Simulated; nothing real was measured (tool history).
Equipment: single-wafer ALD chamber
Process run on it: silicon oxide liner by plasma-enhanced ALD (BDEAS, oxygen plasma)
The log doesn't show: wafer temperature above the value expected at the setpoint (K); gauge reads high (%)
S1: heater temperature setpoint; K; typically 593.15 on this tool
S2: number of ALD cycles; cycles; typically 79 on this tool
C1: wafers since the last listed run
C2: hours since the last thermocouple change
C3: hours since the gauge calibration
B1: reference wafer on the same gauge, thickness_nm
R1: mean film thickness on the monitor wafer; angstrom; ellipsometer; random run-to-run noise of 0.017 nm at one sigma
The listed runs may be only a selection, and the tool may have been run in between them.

run 1 hour=0 | S1=593.15 S2=79 | C1=0 C2=721.5 C3=265.1 | B1=8.027 | R1=77.42
run 2 hour=32.5 | S1=593.15 S2=79 | C1=107 C2=754 C3=297.6 | B1=8.024 | R1=77.3
run 3 hour=83.1 | S1=593.15 S2=89 | C1=166 C2=804.6 C3=348.2 | B1=8.015 | R1=86.94
run 4 hour=109.8 | S1=593.15 S2=89 | C1=88 C2=831.3 C3=374.9 | B1=8.012 | R1=86.7
run 5 hour=180.5 | S1=593.15 S2=89 | C1=233 C2=902 C3=445.6 | B1=7.998 | R1=86.85
run 6 hour=232.4 | S1=586.15 S2=79 | C1=171 C2=953.9 C3=497.5 | B1=7.989 | R1=77.43
run 7 hour=300.3 | S1=593.15 S2=79 | C1=223 C2=1021.8 C3=565.4 | B1=7.979 | R1=77.18
run 8 hour=333.6 | S1=593.15 S2=79 | C1=109 C2=1055.1 C3=598.7 | B1=7.978 | R1=76.79
run 9 hour=377.3 | S1=593.15 S2=79 | C1=144 C2=1098.8 C3=642.4 | B1=7.96 | R1=76.56
-- hour=395.9 thermocouple changed; heater temperature recalibrated
run 10 hour=406.6 | S1=593.15 S2=79 | C1=70 C2=10.7 C3=671.7 | B1=7.96 | R1=76.24
run 11 hour=451.3 | S1=593.15 S2=79 | C1=147 C2=55.4 C3=716.4 | B1=7.961 | R1=76.84
run 12 hour=504.6 | S1=593.15 S2=79 | C1=175 C2=108.7 C3=769.7 | B1=7.956 | R1=76.53
run 13 hour=539.5 | S1=593.15 S2=79 | C1=115 C2=143.6 C3=804.6 | B1=7.946 | R1=76.59
run 14 hour=569 | S1=593.15 S2=79 | C1=97 C2=173.1 C3=834.1 | B1=7.94 | R1=76.54
run 15 hour=614.2 | S1=603.15 S2=79 | C1=148 C2=218.3 C3=879.3 | B1=7.936 | R1=75.35
run 16 hour=642.4 | S1=603.15 S2=79 | C1=92 C2=246.5 C3=907.5 | B1=7.926 | R1=75.42
-- hour=734.9 gauge calibrated
run 17 hour=825 | S1=603.15 S2=79 | C1=601 C2=429.1 C3=90.1 | B1=8.048 | R1=76.52
run 18 hour=861.3 | S1=602.15 S2=84 | C1=119 C2=465.4 C3=126.4 | B1=8.048 | R1=81.5
run 19 hour=906.4 | S1=593.15 S2=63 | C1=148 C2=510.5 C3=171.5 | B1=8.037 | R1=61.75
run 20 hour=1047.1 | S1=593.15 S2=64 | C1=463 C2=651.2 C3=312.2 | B1=8.015 | R1=62.33
run 21 hour=1092 | S1=599.15 S2=79 | C1=147 C2=696.1 C3=357.1 | B1=8.005 | R1=76.34
run 22 hour=1141.8 | S1=593.15 S2=79 | C1=164 C2=745.9 C3=406.9 | B1=7.998 | R1=77.18
run 23 hour=1176.6 | S1=593.15 S2=79 | C1=114 C2=780.7 C3=441.7 | B1=7.992 | R1=76.96
-- hour=1285.6 thermocouple changed; heater temperature recalibrated
run 24 hour=1286.1 | S1=588.15 S2=85 | C1=334 C2=0.5 C3=551.2 | B1=7.973 | R1=83.07
run 25 hour=1323.2 | S1=606.15 S2=69 | C1=122 C2=37.6 C3=588.3 | B1=7.966 | R1=66.02
run 26 hour=1357.6 | S1=599.15 S2=88 | C1=113 C2=72 C3=622.7 | B1=7.968 | R1=84.64
run 27 hour=1415.4 | S1=585.15 S2=69 | C1=190 C2=129.8 C3=680.5 | B1=7.956 | R1=67.58
run 28 hour=1455.8 | S1=608.15 S2=93 | C1=133 C2=170.2 C3=720.9 | B1=7.953 | R1=88.44
run 29 hour=1523.1 | S1=608.15 S2=64 | C1=221 C2=237.5 C3=788.2 | B1=7.936 | R1=60.72
run 30 hour=1570.7 | S1=585.15 S2=79 | C1=156 C2=285.1 C3=835.8 | B1=7.934 | R1=77.26
run 31 hour=1618.2 | S1=593.15 S2=79 | C1=156 C2=332.6 C3=883.3 | B1=7.927 | R1=76.25
run 32 hour=1653.2 | S1=583.15 S2=70 | C1=115 C2=367.6 C3=918.3 | B1=7.919 | R1=68.4
run 33 hour=1709.5 | S1=606.15 S2=92 | C1=185 C2=423.9 C3=974.6 | B1=7.909 | R1=86.87
run 34 hour=1774.6 | S1=593.15 S2=79 | C1=214 C2=489 C3=1039.7 | B1=7.902 | R1=75.97

Take each entry between the runs: how does the hidden state at the last listed run before it differ from the hidden state at the first listed run after it?
From run 9 to run 10: thermocouple changed; heater temperature recalibrated (hour 395.9)
  gauge reads high (%): -1.26 -> -1.31
  measured less the result without the state, R1: -0.98 -> -1.02 angstrom
From run 16 to run 17: gauge calibrated (hour 734.9)
  gauge reads high (%): -1.77 -> -0.275
  measured less the result without the state, R1: -1.36 -> -0.21 angstrom
From run 23 to run 24: thermocouple changed; heater temperature recalibrated (hour 1285.6)
  gauge reads high (%): -0.953 -> -1.16
  measured less the result without the state, R1: -0.74 -> -0.98 angstrom
